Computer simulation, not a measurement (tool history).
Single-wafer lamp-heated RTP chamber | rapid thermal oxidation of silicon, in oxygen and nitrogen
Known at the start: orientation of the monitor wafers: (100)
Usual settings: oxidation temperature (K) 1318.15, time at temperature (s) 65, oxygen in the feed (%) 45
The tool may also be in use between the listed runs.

run,hour,oxidation temperature (K),time at temperature (s),oxygen in the feed (%),"read-back reference wafer on the same gauge, thickness",oxide thickness on the monitor wafer (Å)
1,0.0,1318.15,65,45,5.504,65.33
2,33.8,1318.15,65,45,5.492,64.38
3,94.7,1318.15,65,45,5.490,64.96
4,164.5,1318.15,65,45,5.473,64.61
5,188.6,1341.15,65,28,5.463,63.72
6,238.8,1318.15,42,45,5.441,53.24
7,310.3,1318.15,42,45,5.424,52.64
# hour 355.0: gauge calibrated
# hour 435.1: pyrometer window cleaned and pyrometer calibrated
8,511.7,1318.15,65,45,5.529,64.50
9,556.6,1318.15,65,45,5.525,64.09
10,627.4,1334.15,74,45,5.514,76.90
11,665.9,1318.15,65,45,5.500,64.67
12,728.6,1327.15,89,45,5.479,79.03
13,764.9,1326.15,65,61,5.474,75.01
# hour 785.5: oxygen flow controller replaced
# hour 819.7: pyrometer window cleaned and pyrometer calibrated
14,833.6,1318.15,90,73,5.447,87.77
15,858.1,1318.15,65,45,5.437,63.68
# hour 908.9: gauge calibrated
16,911.2,1318.15,50,45,5.512,58.10
17,970.0,1329.15,65,17,5.504,50.33
18,1017.2,1318.15,65,45,5.508,65.02

Forecast each of these 3 alternatives for the next run:
A,1017.6,1318.15,65,45,?,?
B,1017.6,1318.15,56,45,?,?
C,1017.6,1344.15,65,72,?,?

run,"read-back reference wafer on the same gauge, thickness",oxide thickness on the monitor wafer (Å)
A,5.504,64.94
B,5.504,60.84
C,5.504,91.39
Without the tool's hidden state the same runs would have given:
run,oxide thickness on the monitor wafer (Å)
A,65.20
B,61.08
C,91.75
